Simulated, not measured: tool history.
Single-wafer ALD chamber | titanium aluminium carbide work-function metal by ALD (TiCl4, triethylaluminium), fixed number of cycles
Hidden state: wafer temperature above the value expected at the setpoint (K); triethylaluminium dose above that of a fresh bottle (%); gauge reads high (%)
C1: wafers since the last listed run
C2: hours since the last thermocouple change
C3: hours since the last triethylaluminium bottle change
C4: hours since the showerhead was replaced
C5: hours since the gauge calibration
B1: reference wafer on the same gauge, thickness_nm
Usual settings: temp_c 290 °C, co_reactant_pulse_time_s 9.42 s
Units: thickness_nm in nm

{"run": 1, "day": 0.0, "temp_c": 290, "co_reactant_pulse_time_s": 9.42, "C1": 0, "C2": 1725.7, "C3": 56.2, "C4": 4039.7, "C5": 317.9, "B1": 1.659, "thickness_nm": 1.916}
{"run": 2, "day": 1.867, "temp_c": 290, "co_reactant_pulse_time_s": 6.98, "C1": 541, "C2": 1770.5, "C3": 101, "C4": 4084.5, "C5": 362.7, "B1": 1.66, "thickness_nm": 1.8}
{"run": 3, "day": 4.7, "temp_c": 290, "co_reactant_pulse_time_s": 8.45, "C1": 821, "C2": 1838.5, "C3": 169, "C4": 4152.5, "C5": 430.7, "B1": 1.658, "thickness_nm": 1.867}
{"run": 4, "day": 6.621, "temp_c": 278, "co_reactant_pulse_time_s": 9.42, "C1": 557, "C2": 1884.6, "C3": 215.1, "C4": 4198.6, "C5": 476.8, "B1": 1.66, "thickness_nm": 1.782}
{"run": 5, "day": 11.083, "temp_c": 290, "co_reactant_pulse_time_s": 9.42, "C1": 1294, "C2": 1991.7, "C3": 322.2, "C4": 4305.7, "C5": 583.9, "B1": 1.661, "thickness_nm": 1.879}
{"run": 6, "day": 13.992, "temp_c": 290, "co_reactant_pulse_time_s": 8.11, "C1": 843, "C2": 2061.5, "C3": 392, "C4": 4375.5, "C5": 653.7, "B1": 1.659, "thickness_nm": 1.849}
{"day": 15.467, "done": "gauge calibrated"}
{"run": 7, "day": 16.583, "temp_c": 290, "co_reactant_pulse_time_s": 8.11, "C1": 751, "C2": 2123.7, "C3": 454.2, "C4": 4437.7, "C5": 26.8, "B1": 1.66, "thickness_nm": 1.831}
{"run": 8, "day": 19.279, "temp_c": 290, "co_reactant_pulse_time_s": 9.42, "C1": 781, "C2": 2188.4, "C3": 518.9, "C4": 4502.4, "C5": 91.5, "B1": 1.661, "thickness_nm": 1.874}
{"run": 9, "day": 22.988, "temp_c": 279, "co_reactant_pulse_time_s": 6.81, "C1": 1075, "C2": 2277.4, "C3": 607.9, "C4": 4591.4, "C5": 180.5, "B1": 1.661, "thickness_nm": 1.625}
{"day": 24.3, "done": "showerhead replaced"}
{"day": 24.6, "done": "thermocouple changed; heater temperature recalibrated"}
{"day": 26.404, "done": "triethylaluminium bottle replaced"}
{"run": 10, "day": 26.983, "temp_c": 279, "co_reactant_pulse_time_s": 11.5, "C1": 878, "C2": 57.2, "C3": 13.9, "C4": 64.4, "C5": 276.4, "B1": 1.659, "thickness_nm": 1.845}
{"run": 11, "day": 28.854, "temp_c": 280, "co_reactant_pulse_time_s": 7.06, "C1": 542, "C2": 102.1, "C3": 58.8, "C4": 109.3, "C5": 321.3, "B1": 1.661, "thickness_nm": 1.721}
{"run": 12, "day": 31.304, "temp_c": 290, "co_reactant_pulse_time_s": 9.42, "C1": 710, "C2": 160.9, "C3": 117.6, "C4": 168.1, "C5": 380.1, "B1": 1.66, "thickness_nm": 1.896}
{"run": 13, "day": 33.675, "temp_c": 277, "co_reactant_pulse_time_s": 9.42, "C1": 687, "C2": 217.8, "C3": 174.5, "C4": 225, "C5": 437, "B1": 1.66, "thickness_nm": 1.771}
{"run": 14, "day": 38.104, "temp_c": 301, "co_reactant_pulse_time_s": 10.98, "C1": 1284, "C2": 324.1, "C3": 280.8, "C4": 331.3, "C5": 543.3, "B1": 1.66, "thickness_nm": 2.033}

4 ways to go on from here, each from the tool as it stands after run 14. What would each give?
{"run": "A", "day": 38.121, "temp_c": 290, "co_reactant_pulse_time_s": 11.24, "C1": 4, "C2": 324.5, "C3": 281.2, "C4": 331.7, "C5": 543.7, "B1": "?", "thickness_nm": "?"}
{"run": "B", "day": 38.121, "temp_c": 290, "co_reactant_pulse_time_s": 12.38, "C1": 4, "C2": 324.5, "C3": 281.2, "C4": 331.7, "C5": 543.7, "B1": "?", "thickness_nm": "?"}
{"run": "C", "day": 38.121, "temp_c": 295, "co_reactant_pulse_time_s": 7.04, "C1": 4, "C2": 324.5, "C3": 281.2, "C4": 331.7, "C5": 543.7, "B1": "?", "thickness_nm": "?"}
{"run": "D", "day": 38.121, "temp_c": 278, "co_reactant_pulse_time_s": 7.06, "C1": 4, "C2": 324.5, "C3": 281.2, "C4": 331.7, "C5": 543.7, "B1": "?", "thickness_nm": "?"}

run=A B1=1.66 thickness_nm=1.94
run=B B1=1.66 thickness_nm=1.957
run=C B1=1.66 thickness_nm=1.829
run=D B1=1.66 thickness_nm=1.675
Without the tool's hidden state the same runs would have given:
run=A thickness_nm=1.959
run=B thickness_nm=1.972
run=C thickness_nm=1.876
run=D thickness_nm=1.718

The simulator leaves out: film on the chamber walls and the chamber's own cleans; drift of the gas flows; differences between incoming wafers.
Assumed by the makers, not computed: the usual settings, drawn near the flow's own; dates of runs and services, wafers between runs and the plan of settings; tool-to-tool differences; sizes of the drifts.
